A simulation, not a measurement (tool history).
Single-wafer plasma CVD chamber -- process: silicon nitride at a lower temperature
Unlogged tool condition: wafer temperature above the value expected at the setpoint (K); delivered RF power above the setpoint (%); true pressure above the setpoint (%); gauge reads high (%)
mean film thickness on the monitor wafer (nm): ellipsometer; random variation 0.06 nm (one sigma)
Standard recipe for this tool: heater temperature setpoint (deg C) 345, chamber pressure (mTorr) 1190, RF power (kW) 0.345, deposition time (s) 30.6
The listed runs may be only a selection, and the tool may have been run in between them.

run	hour	heater temperature setpoint (deg C)	chamber pressure (mTorr)	RF power (kW)	deposition time (s)	wafers since the last listed run	hours since the last thermocouple change	hours since the last RF generator calibration	hours since the last manometer calibration	hours since the showerhead was replaced	hours since the gauge calibration	read-back reference wafer on the same gauge, thickness_nm	mean film thickness on the monitor wafer (nm)
1	0	345	1190	0.345	28.8	0	1724.3	2116.3	1123.1	5813.4	128	45.593	36.456
2	9.2	334	1280	0.345	30.6	131	1733.5	2125.5	1132.3	5822.6	137.2	45.604	39.797
# hour 15.6: gauge calibrated
3	17.5	345	1190	0.345	30.6	118	1741.8	2133.8	1140.6	5830.9	1.9	45.57	38.546
4	34.6	345	1190	0.345	30.6	243	1758.9	2150.9	1157.7	5848	19	45.555	38.683
5	44.6	345	1190	0.345	30.6	142	1768.9	2160.9	1167.7	5858	29	45.581	38.72
# hour 79.1: thermocouple changed; heater temperature recalibrated
# hour 82.2: capacitance manometer re-zeroed and calibrated
6	82.7	345	1190	0.345	30.6	385	3.6	2199	0.5	5896.1	67.1	45.584	39.727
7	93.5	345	1190	0.345	30.6	153	14.4	2209.8	11.3	5906.9	77.9	45.61	39.641
8	103.2	345	1450	0.285	27.2	138	24.1	2219.5	21	5916.6	87.6	45.549	33.728
# hour 120.8: showerhead replaced
# hour 161.3: RF generator calibrated
9	161.8	345	1310	0.345	32.7	607	82.7	0.5	79.6	41	146.2	45.6	43.637

For run 10, what comes out?
10	164.3	345	1190	0.345	30.6	35	85.2	3	82.1	43.5	148.7	?	?

Run 10 came out at read-back reference wafer on the same gauge, thickness_nm 45.585, mean film thickness on the monitor wafer (nm) 39.561.
Were there no unlogged condition in the tool, this run, its random variation unchanged, would have produced mean film thickness on the monitor wafer (nm) 39.757.
